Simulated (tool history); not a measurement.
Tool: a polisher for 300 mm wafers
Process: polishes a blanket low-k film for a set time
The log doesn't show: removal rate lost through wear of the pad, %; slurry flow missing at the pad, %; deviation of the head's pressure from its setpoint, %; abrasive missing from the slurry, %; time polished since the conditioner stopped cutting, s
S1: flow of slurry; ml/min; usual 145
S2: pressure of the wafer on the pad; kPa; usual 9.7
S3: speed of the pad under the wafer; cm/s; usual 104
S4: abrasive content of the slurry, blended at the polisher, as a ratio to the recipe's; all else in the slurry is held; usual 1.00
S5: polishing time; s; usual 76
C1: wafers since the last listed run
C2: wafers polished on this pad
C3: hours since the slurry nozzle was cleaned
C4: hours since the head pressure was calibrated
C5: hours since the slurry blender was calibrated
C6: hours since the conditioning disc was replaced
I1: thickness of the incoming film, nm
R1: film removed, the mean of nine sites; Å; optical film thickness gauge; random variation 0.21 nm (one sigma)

Run 1, hour 0.0: usual settings; C1 0; C2 544; C3 341.8; C4 892.3; C5 71.0; C6 204.1; I1 501.1. Result: R1 214 Å.
Run 2, hour 8.4: usual settings; C1 90; C2 635; C3 350.2; C4 900.7; C5 79.4; C6 212.5; I1 504.1. Result: R1 219 Å.
Run 3, hour 19.8: usual settings; C1 123; C2 758; C3 361.6; C4 912.1; C5 90.8; C6 223.9; I1 509.6. Result: R1 219 Å.
Run 4, hour 28.1: usual settings but S4 0.80; C1 89; C2 848; C3 369.9; C4 920.4; C5 99.1; C6 232.2; I1 505.7. Result: R1 198 Å.
At hour 45.9: worn pad replaced by a new one.
Run 5, hour 46.4: usual settings but S4 0.80; C1 154; C2 5; C3 388.2; C4 938.7; C5 117.4; C6 250.5; I1 500.5. Result: R1 200 Å.
Run 6, hour 53.6: usual settings but S4 0.80; C1 77; C2 83; C3 395.4; C4 945.9; C5 124.6; C6 257.7; I1 497.3. Result: R1 198 Å.
Run 7, hour 68.2: usual settings but S3 120 cm/s; C1 157; C2 240; C3 410.0; C4 960.5; C5 139.2; C6 272.3; I1 494.6. Result: R1 241 Å.
Run 8, hour 76.1: usual settings but S2 9.0 kPa; C1 85; C2 326; C3 417.9; C4 968.4; C5 147.1; C6 280.2; I1 495.2. Result: R1 200 Å.
Run 9, hour 82.4: usual settings but S3 122 cm/s; C1 68; C2 394; C3 424.2; C4 974.7; C5 153.4; C6 286.5; I1 495.6. Result: R1 240 Å.
At hour 95.2: head pressure recalibrated.
Run 10, hour 96.1: usual settings but S3 122 cm/s; C1 126; C2 521; C3 437.9; C4 0.9; C5 167.1; C6 300.2; I1 496.2. Result: R1 240 Å.
At hour 110.2: conditioning disc replaced and pad reconditioned.
Run 11, hour 113.8: usual settings; C1 169; C2 690; C3 455.6; C4 18.6; C5 184.8; C6 3.6; I1 496.5. Result: R1 214 Å.

Run 12 comes next. What will it give?
At hour 123.5: worn pad replaced by a new one.
Run 12, hour 136.4: usual settings but S1 175 ml/min, S3 114 cm/s, S4 0.75; C1 201; C2 139; C3 478.2; C4 41.2; C5 207.4; C6 26.2; I1 507.5. Result: R1 ?.

Run 12 gave R1 215 Å.
Without the tool's hidden state the same run would have given R1 215 Å.
